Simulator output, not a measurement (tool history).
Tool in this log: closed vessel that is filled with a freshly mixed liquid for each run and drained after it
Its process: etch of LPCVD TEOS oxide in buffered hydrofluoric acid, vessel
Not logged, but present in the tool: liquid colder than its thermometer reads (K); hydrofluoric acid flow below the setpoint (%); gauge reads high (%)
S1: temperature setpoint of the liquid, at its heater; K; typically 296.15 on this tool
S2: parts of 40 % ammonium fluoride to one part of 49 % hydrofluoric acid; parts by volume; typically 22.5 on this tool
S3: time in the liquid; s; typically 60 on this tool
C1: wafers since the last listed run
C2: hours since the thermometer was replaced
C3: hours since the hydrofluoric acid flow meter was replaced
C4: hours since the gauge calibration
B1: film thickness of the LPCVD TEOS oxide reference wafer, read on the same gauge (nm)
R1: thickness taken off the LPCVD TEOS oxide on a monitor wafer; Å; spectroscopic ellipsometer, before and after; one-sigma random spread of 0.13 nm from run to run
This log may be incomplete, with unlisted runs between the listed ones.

run,hour,S1,S2,S3,C1,C2,C3,C4,B1,R1
1,0,296.15,22.5,60,0,1181.5,897.2,536.8,119.98,365.3
2,7.5,296.15,19,60,502,1189,904.7,544.3,120,412.5
3,22.8,296.15,19,60,1025,1204.3,920,559.6,120,412.4
4,36.7,296.15,19,60,931,1218.2,933.9,573.5,119.98,414.5
5,50.9,296.15,22.5,60,951,1232.4,948.1,587.7,119.98,366.7
6,57,296.15,22.5,60,408,1238.5,954.2,593.8,120,363.2
7,70.1,292.15,22.5,60,877,1251.6,967.3,606.9,120,288.9
8,77.5,292.15,22.5,60,495,1259,974.7,614.3,120.01,289.6
9,84.4,296.15,22.5,60,462,1265.9,981.6,621.2,120.01,363.2
10,99.7,296.15,22.5,60,1025,1281.2,996.9,636.5,120,364.7
# hour 105.5: thermometer replaced
11,111.5,296.15,22.5,60,723,6,1008.7,648.3,120,389.3
12,118.6,296.15,30,80,475,13.1,1015.8,655.4,120.01,418.8
13,128.8,291.65,30,75,683,23.3,1026,665.6,119.99,305.1
# hour 133.6: gauge calibrated
14,142.4,293.65,22.5,60,911,36.9,1039.6,8.8,119.99,336
15,156.2,300.15,27,90,924,50.7,1053.4,22.6,120.01,635
# hour 164.9: hydrofluoric acid flow meter replaced
16,165.4,296.15,22.5,60,549,59.9,0.5,31.8,119.99,397.5
17,177.5,296.15,22.5,60,810,72,12.6,43.9,120,395.6
18,193.9,297.65,22.5,60,1098,88.4,29,60.3,120.01,429.8
19,211.3,292.65,22.5,60,1165,105.8,46.4,77.7,120.01,327.4
20,223.2,294.65,30,40,797,117.7,58.3,89.6,119.98,198.8
21,234.1,296.15,22.5,60,730,128.6,69.2,100.5,120.01,396.3
22,244.9,299.65,14.5,75,723,139.4,80,111.3,119.99,886.3
23,261.7,299.15,22.5,35,1125,156.2,96.8,128.1,120.01,271.8
24,296.1,300.65,16.5,90,2305,190.6,131.2,162.5,120,988.6
25,304.4,300.65,22.5,60,556,198.9,139.5,170.8,120,502.2

What does the tool deliver on the next run?
26,315.5,296.15,20,60,743,210,150.6,181.9,?,?

Run 26 measured B1 119.99, R1 427.7 Å.
Without the tool's hidden state the same run would have given R1 435.8 Å.
